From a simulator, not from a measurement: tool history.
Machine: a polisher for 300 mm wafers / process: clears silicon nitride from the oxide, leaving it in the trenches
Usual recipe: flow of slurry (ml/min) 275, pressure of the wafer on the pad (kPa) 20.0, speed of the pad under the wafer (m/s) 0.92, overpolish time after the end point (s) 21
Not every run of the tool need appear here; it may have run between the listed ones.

run	hour	flow of slurry (ml/min)	pressure of the wafer on the pad (kPa)	speed of the pad under the wafer (m/s)	overpolish time after the end point (s)	incoming thickness of the incoming film, nm	time until the end point was called (s)
1	0.0	275	20.0	0.84	21	79.9	91.8
# hour 15.1: head pressure recalibrated
# hour 25.3: worn pad replaced by a new one
2	64.0	275	20.0	0.84	21	80.8	94.6
3	106.0	345	20.0	0.92	13	80.2	87.4
4	149.8	275	20.0	0.92	21	80.5	89.2
5	177.9	275	20.0	1.04	21	80.5	85.6
6	205.6	275	20.0	1.04	21	80.3	84.1
# hour 238.9: worn pad replaced by a new one
7	268.7	250	20.0	0.92	21	79.2	92.3
8	316.9	275	20.0	0.92	21	80.2	91.1
9	349.7	275	20.0	0.92	26	79.2	91.2
10	394.4	275	20.0	0.92	26	79.6	91.5
# hour 408.7: slurry nozzle cleaned
# hour 445.1: worn pad replaced by a new one
11	523.4	275	14.5	0.92	31	79.2	114.3
12	586.3	205	17.2	1.10	9	80.6	92.7
13	639.9	275	20.0	0.92	21	79.7	87.3
# hour 677.2: head pressure recalibrated
14	708.0	275	20.0	0.92	21	80.1	91.1
# hour 721.4: worn pad replaced by a new one
15	748.3	275	20.0	0.92	21	79.0	86.7
16	809.3	305	20.0	0.64	21	79.5	108.3
17	869.5	190	22.1	0.92	21	79.0	87.1
18	922.6	275	22.8	0.92	21	80.5	83.6
# hour 963.0: worn pad replaced by a new one
# hour 990.6: slurry nozzle cleaned
19	1105.8	360	15.9	1.12	26	80.6	91.6
20	1177.2	245	20.0	0.60	17	80.6	114.8
# hour 1189.2: worn pad replaced by a new one
21	1212.0	275	20.0	0.92	21	81.6	90.9

What if the next run were any one of these 4? Each begins from the tool's condition after run 21:
A	1212.5	275	20.0	0.92	21	79.7	?
B	1212.5	215	22.1	0.92	21	79.7	?
C	1212.5	245	26.2	0.92	21	79.7	?
D	1212.5	275	16.5	0.92	13	79.7	?

run	time until the end point was called (s)
A	90.2
B	85.4
C	73.1
D	104.7
With the hidden condition removed and each run's random variation left untouched, the same runs would have given:
run	time until the end point was called (s)
A	89.4
B	84.4
C	72.3
D	103.7
